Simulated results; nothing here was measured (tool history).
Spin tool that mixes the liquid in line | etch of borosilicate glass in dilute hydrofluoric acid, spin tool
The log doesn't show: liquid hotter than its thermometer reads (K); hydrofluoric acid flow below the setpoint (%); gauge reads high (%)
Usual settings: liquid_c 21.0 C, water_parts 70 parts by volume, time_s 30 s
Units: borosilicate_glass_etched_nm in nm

run,day,liquid_c,water_parts,time_s,wafers since the last listed run,hours since the thermometer was replaced,hours since the hydrofluoric acid flow meter was replaced,hours since the gauge calibration,"read-back film thickness of the borosilicate glass reference wafer, read on the same gauge (nm)",borosilicate_glass_etched_nm
1,0.000,18.0,70,30,0,498.4,861.6,397.8,39.99,13.30
2,1.371,18.0,70,30,547,531.3,894.5,430.7,39.97,13.70
3,2.275,18.0,70,30,361,553.0,916.2,452.4,39.99,13.55
4,3.592,21.0,70,30,526,584.6,947.8,484.0,39.98,15.60
5,4.475,21.0,70,30,353,605.8,969.0,505.2,39.93,15.44
6,5.021,17.5,70,30,218,618.9,982.1,518.3,39.98,13.48
7,6.392,17.5,70,30,547,651.8,1015.0,551.2,40.00,13.42
8,7.196,23.5,70,30,321,671.1,1034.3,570.5,40.00,17.43
9,8.100,23.5,70,30,361,692.8,1056.0,592.2,40.03,17.04
10,8.762,21.0,90,30,264,708.7,1071.9,608.1,39.93,11.77
11,11.658,21.0,90,30,1157,778.2,1141.4,677.6,39.99,12.12
12,12.829,21.0,90,30,468,806.3,1169.5,705.7,39.99,11.81
# day 13.367: hydrofluoric acid flow meter replaced
# day 13.446: gauge calibrated
13,13.554,21.0,50,45,273,823.7,4.5,2.6,39.99,34.38
14,14.604,26.0,105,50,419,848.9,29.7,27.8,40.03,20.43
15,15.162,25.5,70,20,223,862.3,43.1,41.2,40.01,12.82
16,15.988,21.0,70,30,329,882.1,62.9,61.0,39.99,16.05

Run 17 has not been measured yet. What should we expect?
17,17.421,18.0,70,30,572,916.5,97.3,95.4,?,?

Run 17 came out at read-back film thickness of the borosilicate glass reference wafer, read on the same gauge (nm) 39.98, borosilicate_glass_etched_nm 14.21 nm.
With the hidden condition absent and the run-to-run variation left alone, this run would have shown borosilicate_glass_etched_nm 12.84 nm.
